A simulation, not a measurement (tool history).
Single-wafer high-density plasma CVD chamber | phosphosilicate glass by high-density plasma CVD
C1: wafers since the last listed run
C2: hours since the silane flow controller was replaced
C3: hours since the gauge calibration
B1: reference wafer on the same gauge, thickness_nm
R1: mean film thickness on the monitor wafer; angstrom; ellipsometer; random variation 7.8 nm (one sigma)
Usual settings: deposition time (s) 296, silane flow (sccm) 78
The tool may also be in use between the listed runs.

{"run": 1, "day": 0.0, "deposition time (s)": 296, "silane flow (sccm)": 78, "C1": 0, "C2": 3149.6, "C3": 643.6, "B1": 2492.43, "R1": 22358.66}
{"run": 2, "day": 2.529, "deposition time (s)": 343, "silane flow (sccm)": 78, "C1": 401, "C2": 3210.3, "C3": 704.3, "B1": 2489.174, "R1": 26052.9}
{"run": 3, "day": 6.071, "deposition time (s)": 343, "silane flow (sccm)": 78, "C1": 561, "C2": 3295.3, "C3": 789.3, "B1": 2489.769, "R1": 26129.32}
{"run": 4, "day": 8.558, "deposition time (s)": 343, "silane flow (sccm)": 78, "C1": 394, "C2": 3355, "C3": 849, "B1": 2487.872, "R1": 26176.87}
{"run": 5, "day": 12.275, "deposition time (s)": 296, "silane flow (sccm)": 78, "C1": 589, "C2": 3444.2, "C3": 938.2, "B1": 2490.701, "R1": 22577.39}
{"run": 6, "day": 15.971, "deposition time (s)": 296, "silane flow (sccm)": 78, "C1": 585, "C2": 3532.9, "C3": 1026.9, "B1": 2489.457, "R1": 22507.83}
{"run": 7, "day": 18.112, "deposition time (s)": 296, "silane flow (sccm)": 78, "C1": 339, "C2": 3584.3, "C3": 1078.3, "B1": 2491.975, "R1": 22555.29}
{"run": 8, "day": 22.538, "deposition time (s)": 318, "silane flow (sccm)": 85, "C1": 701, "C2": 3690.5, "C3": 1184.5, "B1": 2488.6, "R1": 26418.72}
{"run": 9, "day": 24.821, "deposition time (s)": 272, "silane flow (sccm)": 71, "C1": 362, "C2": 3745.3, "C3": 1239.3, "B1": 2490.988, "R1": 19076.68}
{"run": 10, "day": 28.008, "deposition time (s)": 296, "silane flow (sccm)": 78, "C1": 505, "C2": 3821.8, "C3": 1315.8, "B1": 2490.706, "R1": 22636.5}
{"run": 11, "day": 30.346, "deposition time (s)": 296, "silane flow (sccm)": 78, "C1": 370, "C2": 3877.9, "C3": 1371.9, "B1": 2491.997, "R1": 22788.41}
{"run": 12, "day": 32.412, "deposition time (s)": 326, "silane flow (sccm)": 78, "C1": 327, "C2": 3927.5, "C3": 1421.5, "B1": 2490.037, "R1": 25034.42}
{"run": 13, "day": 34.35, "deposition time (s)": 296, "silane flow (sccm)": 78, "C1": 307, "C2": 3974, "C3": 1468, "B1": 2490.383, "R1": 22957.72}
{"run": 14, "day": 37.262, "deposition time (s)": 296, "silane flow (sccm)": 78, "C1": 461, "C2": 4043.9, "C3": 1537.9, "B1": 2490.752, "R1": 22858.76}
{"run": 15, "day": 39.508, "deposition time (s)": 280, "silane flow (sccm)": 78, "C1": 356, "C2": 4097.8, "C3": 1591.8, "B1": 2490.163, "R1": 21516.15}
{"run": 16, "day": 43.529, "deposition time (s)": 296, "silane flow (sccm)": 78, "C1": 637, "C2": 4194.3, "C3": 1688.3, "B1": 2489.974, "R1": 22778.36}
{"run": 17, "day": 45.583, "deposition time (s)": 296, "silane flow (sccm)": 88, "C1": 325, "C2": 4243.6, "C3": 1737.6, "B1": 2490.68, "R1": 25806.48}
{"run": 18, "day": 48.667, "deposition time (s)": 296, "silane flow (sccm)": 88, "C1": 488, "C2": 4317.6, "C3": 1811.6, "B1": 2491.472, "R1": 25880.63}
{"run": 19, "day": 50.192, "deposition time (s)": 296, "silane flow (sccm)": 78, "C1": 241, "C2": 4354.2, "C3": 1848.2, "B1": 2490.964, "R1": 23026.54}
{"run": 20, "day": 53.746, "deposition time (s)": 333, "silane flow (sccm)": 78, "C1": 563, "C2": 4439.5, "C3": 1933.5, "B1": 2489.308, "R1": 25894.18}
{"run": 21, "day": 55.867, "deposition time (s)": 333, "silane flow (sccm)": 78, "C1": 336, "C2": 4490.4, "C3": 1984.4, "B1": 2490.09, "R1": 25928.73}
{"run": 22, "day": 60.238, "deposition time (s)": 296, "silane flow (sccm)": 78, "C1": 693, "C2": 4595.3, "C3": 2089.3, "B1": 2491, "R1": 23261.61}
{"run": 23, "day": 64.196, "deposition time (s)": 242, "silane flow (sccm)": 78, "C1": 627, "C2": 4690.3, "C3": 2184.3, "B1": 2489.176, "R1": 18910.13}
{"run": 24, "day": 65.992, "deposition time (s)": 312, "silane flow (sccm)": 93, "C1": 284, "C2": 4733.4, "C3": 2227.4, "B1": 2487.622, "R1": 29189.55}
{"run": 25, "day": 68.017, "deposition time (s)": 318, "silane flow (sccm)": 69, "C1": 321, "C2": 4782, "C3": 2276, "B1": 2491.247, "R1": 22105.2}
{"day": 68.662, "done": "silane flow controller replaced"}
{"run": 26, "day": 69.896, "deposition time (s)": 296, "silane flow (sccm)": 65, "C1": 245, "C2": 29.6, "C3": 2321.1, "B1": 2490.311, "R1": 18198.44}
{"run": 27, "day": 73.029, "deposition time (s)": 296, "silane flow (sccm)": 78, "C1": 496, "C2": 104.8, "C3": 2396.3, "B1": 2489.776, "R1": 21955.82}
{"run": 28, "day": 77.467, "deposition time (s)": 296, "silane flow (sccm)": 78, "C1": 703, "C2": 211.3, "C3": 2502.8, "B1": 2489.7, "R1": 21856.46}
{"run": 29, "day": 80.383, "deposition time (s)": 296, "silane flow (sccm)": 78, "C1": 462, "C2": 281.3, "C3": 2572.8, "B1": 2491.794, "R1": 21932.76}
{"run": 30, "day": 82.946, "deposition time (s)": 330, "silane flow (sccm)": 78, "C1": 406, "C2": 342.8, "C3": 2634.3, "B1": 2489.672, "R1": 24335.79}
{"run": 31, "day": 85.842, "deposition time (s)": 320, "silane flow (sccm)": 74, "C1": 459, "C2": 412.3, "C3": 2703.8, "B1": 2490.201, "R1": 22438.45}
{"run": 32, "day": 87.425, "deposition time (s)": 296, "silane flow (sccm)": 78, "C1": 251, "C2": 450.3, "C3": 2741.8, "B1": 2489.743, "R1": 22012.88}
{"run": 33, "day": 91.825, "deposition time (s)": 334, "silane flow (sccm)": 91, "C1": 697, "C2": 555.9, "C3": 2847.4, "B1": 2491.101, "R1": 28887.86}
{"run": 34, "day": 93.329, "deposition time (s)": 296, "silane flow (sccm)": 78, "C1": 238, "C2": 592, "C3": 2883.5, "B1": 2491.427, "R1": 21985.17}
{"run": 35, "day": 95.35, "deposition time (s)": 343, "silane flow (sccm)": 78, "C1": 320, "C2": 640.5, "C3": 2932, "B1": 2490.454, "R1": 25329.34}
{"day": 95.983, "done": "gauge calibrated"}
{"run": 36, "day": 98.229, "deposition time (s)": 353, "silane flow (sccm)": 68, "C1": 456, "C2": 709.6, "C3": 53.9, "B1": 2491.352, "R1": 22988.26}
{"run": 37, "day": 102.158, "deposition time (s)": 354, "silane flow (sccm)": 71, "C1": 622, "C2": 803.9, "C3": 148.2, "B1": 2487.886, "R1": 23803.35}
{"run": 38, "day": 104.3, "deposition time (s)": 318, "silane flow (sccm)": 86, "C1": 339, "C2": 855.3, "C3": 199.6, "B1": 2490.731, "R1": 25945.58}
{"run": 39, "day": 108.696, "deposition time (s)": 312, "silane flow (sccm)": 73, "C1": 696, "C2": 960.8, "C3": 305.1, "B1": 2490.492, "R1": 21547.8}
{"run": 40, "day": 112.625, "deposition time (s)": 296, "silane flow (sccm)": 78, "C1": 622, "C2": 1055.1, "C3": 399.4, "B1": 2489.072, "R1": 21909.17}
{"run": 41, "day": 115.442, "deposition time (s)": 269, "silane flow (sccm)": 85, "C1": 446, "C2": 1122.7, "C3": 467, "B1": 2491.096, "R1": 21687.68}
{"run": 42, "day": 118.158, "deposition time (s)": 352, "silane flow (sccm)": 86, "C1": 430, "C2": 1187.9, "C3": 532.2, "B1": 2490.308, "R1": 28762.55}
{"run": 43, "day": 121.946, "deposition time (s)": 280, "silane flow (sccm)": 78, "C1": 600, "C2": 1278.8, "C3": 623.1, "B1": 2489.825, "R1": 20793.7}
{"run": 44, "day": 123.479, "deposition time (s)": 296, "silane flow (sccm)": 78, "C1": 243, "C2": 1315.6, "C3": 659.9, "B1": 2490.307, "R1": 22065.4}
{"run": 45, "day": 127.154, "deposition time (s)": 255, "silane flow (sccm)": 68, "C1": 582, "C2": 1403.8, "C3": 748.1, "B1": 2488.963, "R1": 16481.12}
{"run": 46, "day": 130.792, "deposition time (s)": 352, "silane flow (sccm)": 88, "C1": 576, "C2": 1491.1, "C3": 835.4, "B1": 2489.555, "R1": 29611.04}

Hidden state at the last listed run before each entry between runs and at the first one after, where it differs:
Between runs 25 and 26: silane flow controller replaced (day 68.662)
  delivered silane flow above the setpoint (%): 5.76 -> -0.131
  measured less the result without the state, R1: +1203.15 -> -23.95 angstrom
Between runs 35 and 36: gauge calibrated (day 95.983)
  delivered silane flow above the setpoint (%): -0.0202 -> 0.00511
  measured less the result without the state, R1: -5.13 -> +1.17 angstrom
